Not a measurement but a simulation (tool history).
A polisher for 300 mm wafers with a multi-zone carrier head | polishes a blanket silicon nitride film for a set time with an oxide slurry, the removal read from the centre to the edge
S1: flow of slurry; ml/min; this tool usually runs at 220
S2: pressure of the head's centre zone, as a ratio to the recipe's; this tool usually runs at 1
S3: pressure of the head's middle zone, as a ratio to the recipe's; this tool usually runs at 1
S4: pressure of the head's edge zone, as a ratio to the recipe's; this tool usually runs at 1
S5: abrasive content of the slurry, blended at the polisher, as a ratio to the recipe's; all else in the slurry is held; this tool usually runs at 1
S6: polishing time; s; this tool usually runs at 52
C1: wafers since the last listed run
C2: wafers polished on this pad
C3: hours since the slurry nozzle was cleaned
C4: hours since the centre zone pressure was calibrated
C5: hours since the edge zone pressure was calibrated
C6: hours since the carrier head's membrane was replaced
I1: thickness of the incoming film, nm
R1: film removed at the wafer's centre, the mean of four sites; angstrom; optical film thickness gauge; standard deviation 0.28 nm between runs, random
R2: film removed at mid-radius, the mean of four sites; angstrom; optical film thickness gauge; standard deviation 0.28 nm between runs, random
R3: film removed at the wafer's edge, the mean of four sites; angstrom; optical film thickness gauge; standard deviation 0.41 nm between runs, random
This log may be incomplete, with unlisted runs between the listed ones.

run   hour   S1    S2    S3    S4    S5  S6   C1    C2     C3     C4     C5      C6     I1   R1   R2   R3
  1      0  220     1  1.03     1     1  52    0  1481  285.9  387.4  411.6  1391.8  264.8  320  305  307
      18.8  -- worn pad replaced by a new one
  2   27.4  220     1  1.03     1     1  52  197    72  313.3  414.8    439  1419.2    269  322  305  300
  3   57.8  220     1  0.94     1     1  52  256   329  343.7  445.2  469.4  1449.6  269.8  326  287  297
      75.3  -- slurry nozzle cleaned
  4   78.7  220     1  0.94     1     1  52  168   497    3.4  466.1  490.3  1470.5  272.1  325  289  298
  5   98.6  220     1     1     1  1.05  52  168   665   23.3    486  510.2  1490.4  270.3  333  312  318
  6  127.9  220     1     1     1  1.05  52  247   912   52.6  515.3  539.5  1519.7  273.9  338  309  308
  7  150.7  220     1     1     1     1  52  192  1105   75.4  538.1  562.3  1542.5  270.1  326  301  307
  8  184.9  220     1     1     1     1  52  288  1394  109.6  572.3  596.5  1576.7  265.4  337  300  303
     190.3  -- worn pad replaced by a new one
     191.7  -- centre zone pressure recalibrated
  9  212.1  220     1     1     1     1  52  184   172  136.8   20.4  623.7  1603.9  269.7  307  302  306
 10    245  160     1  0.97     1     1  52  277   450  169.7   53.3  656.6  1636.8  273.3  286  278  297
 11  260.8  220  0.95     1     1     1  52  133   583  185.5   69.1  672.4  1652.6  270.1  287  295  302
 12    274  220  1.07     1     1     1  52  111   695  198.7   82.3  685.6  1665.8  270.3  332  298  303
     306.8  -- edge zone pressure recalibrated
     315.9  -- carrier head's membrane replaced by a new one
 13    343  220     1     1     1   1.3  52  523  1218  267.7  151.3   36.2    27.1    271  353  347  346
     364.1  -- worn pad replaced by a new one
 14  378.7  220  1.07     1     1     1  52  267   123  303.4    187   71.9    62.8  267.7  335  300  300
     387.3  -- slurry nozzle cleaned
 15    412  220     1     1     1     1  52  272   396   24.7  220.3  105.2    96.1  268.6  309  301  307
 16  436.6  220     1  1.09  0.96   0.9  52  207   604   49.3  244.9  129.8   120.7  269.1  288  299  275
 17  458.4  220     1   1.1  1.11  1.15  38  184   788   71.1  266.7  151.6   142.5  269.3  243  259  252
 18    472  195  1.06  1.08  0.89     1  52  114   903   84.7  280.3  165.2   156.1  270.7  324  312  279
 19    491  220     1     1     1     1  52  160  1063  103.7  299.3  184.2   175.1  271.5  310  301  298
 20  521.1  220     1     1     1   1.1  52  254  1317  133.8  329.4  214.3   205.2  273.5  331  317  320
 21  541.7  220  0.96     1     1     1  52  173  1491  154.4    350  234.9   225.8  268.6  308  299  306
     549.9  -- worn pad replaced by a new one
 22  567.2  220     1     1     1     1  52  181   146  179.9  375.5  260.4   251.3  269.8  324  297  310

3 options for the next run, each taken on its own from the tool as it stands now. Forecast them:
  A  567.6  220     1     1   1   1  52   3  149  180.3  375.9  260.8  251.7  267.6   ?   ?   ?
  B  567.6  220  1.07  1.04   1   1  52   3  149  180.3  375.9  260.8  251.7  267.6   ?   ?   ?
  C  567.6  185  0.97  1.08   1   1  52   3  149  180.3  375.9  260.8  251.7  267.6   ?   ?   ?

run   R1   R2   R3
  A  316  298  307
  B  338  308  307
  C  298  309  301
With the hidden condition removed and each run's random variation left untouched, the same runs would have given:
run   R1   R2   R3
  A  305  298  307
  B  326  308  307
  C  287  309  301
